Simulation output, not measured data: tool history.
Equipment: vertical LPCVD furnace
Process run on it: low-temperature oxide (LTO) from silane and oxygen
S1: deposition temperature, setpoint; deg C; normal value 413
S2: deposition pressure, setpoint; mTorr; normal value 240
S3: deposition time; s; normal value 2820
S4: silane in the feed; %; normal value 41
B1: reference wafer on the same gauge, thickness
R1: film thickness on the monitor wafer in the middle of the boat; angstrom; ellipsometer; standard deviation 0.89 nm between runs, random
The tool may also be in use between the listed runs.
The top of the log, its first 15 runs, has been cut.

-- day=9.308 pressure gauge zeroed
run 16 day=9.329 | S1=413 S2=240 S3=3690 S4=41 | B1=640.92 | R1=8172.8
run 17 day=9.533 | S1=413 S2=240 S3=2820 S4=41 | B1=640.93 | R1=6238.1
-- day=9.604 gauge calibrated
run 18 day=9.738 | S1=420 S2=280 S3=3630 S4=46 | B1=641.33 | R1=11253
-- day=10.817 thermocouples replaced and temperature profile calibrated
run 19 day=10.838 | S1=413 S2=215 S3=2820 S4=41 | B1=640.97 | R1=5331.1
run 20 day=11.042 | S1=418 S2=240 S3=3750 S4=41 | B1=641.21 | R1=8348
run 21 day=11.25 | S1=413 S2=260 S3=2010 S4=44 | B1=640.79 | R1=4974.5
run 22 day=11.454 | S1=420 S2=290 S3=3660 S4=41 | B1=640.97 | R1=10056
run 23 day=12.133 | S1=402 S2=240 S3=2070 S4=39 | B1=640.4 | R1=3677.5
run 24 day=14.567 | S1=413 S2=240 S3=2820 S4=41 | B1=640.94 | R1=5989.4
run 25 day=15.129 | S1=413 S2=240 S3=2820 S4=37 | B1=640.9 | R1=5308.9
run 26 day=15.504 | S1=413 S2=240 S3=2820 S4=41 | B1=641.23 | R1=6002
run 27 day=16.117 | S1=425 S2=240 S3=2820 S4=37 | B1=641.17 | R1=6027.9
run 28 day=16.533 | S1=413 S2=240 S3=2820 S4=46 | B1=640.9 | R1=6758.6
run 29 day=17.342 | S1=413 S2=240 S3=2820 S4=49 | B1=641.14 | R1=7133.1
run 30 day=17.8 | S1=406 S2=240 S3=2340 S4=35 | B1=640.52 | R1=3814.7
run 31 day=18.338 | S1=413 S2=240 S3=2100 S4=41 | B1=640.8 | R1=4471.2

4 ways to go on from here, each from the tool as it stands after run 31. What would each give?
run A day=18.546 | S1=413 S2=240 S3=2820 S4=45 | B1=? | R1=?
run B day=18.546 | S1=406 S2=185 S3=2250 S4=37 | B1=? | R1=?
run C day=18.546 | S1=405 S2=240 S3=2820 S4=41 | B1=? | R1=?
run D day=18.546 | S1=421 S2=240 S3=3540 S4=41 | B1=? | R1=?

run=A B1=640.89 R1=6618.5
run=B B1=640.89 R1=3040.5
run=C B1=640.89 R1=5519.9
run=D B1=640.89 R1=8180.4
Take away the tool's hidden state, keep each run's random variation, and the runs would have read:
run=A R1=6527.9
run=B R1=2990.4
run=C R1=5442
run=D R1=8068.3

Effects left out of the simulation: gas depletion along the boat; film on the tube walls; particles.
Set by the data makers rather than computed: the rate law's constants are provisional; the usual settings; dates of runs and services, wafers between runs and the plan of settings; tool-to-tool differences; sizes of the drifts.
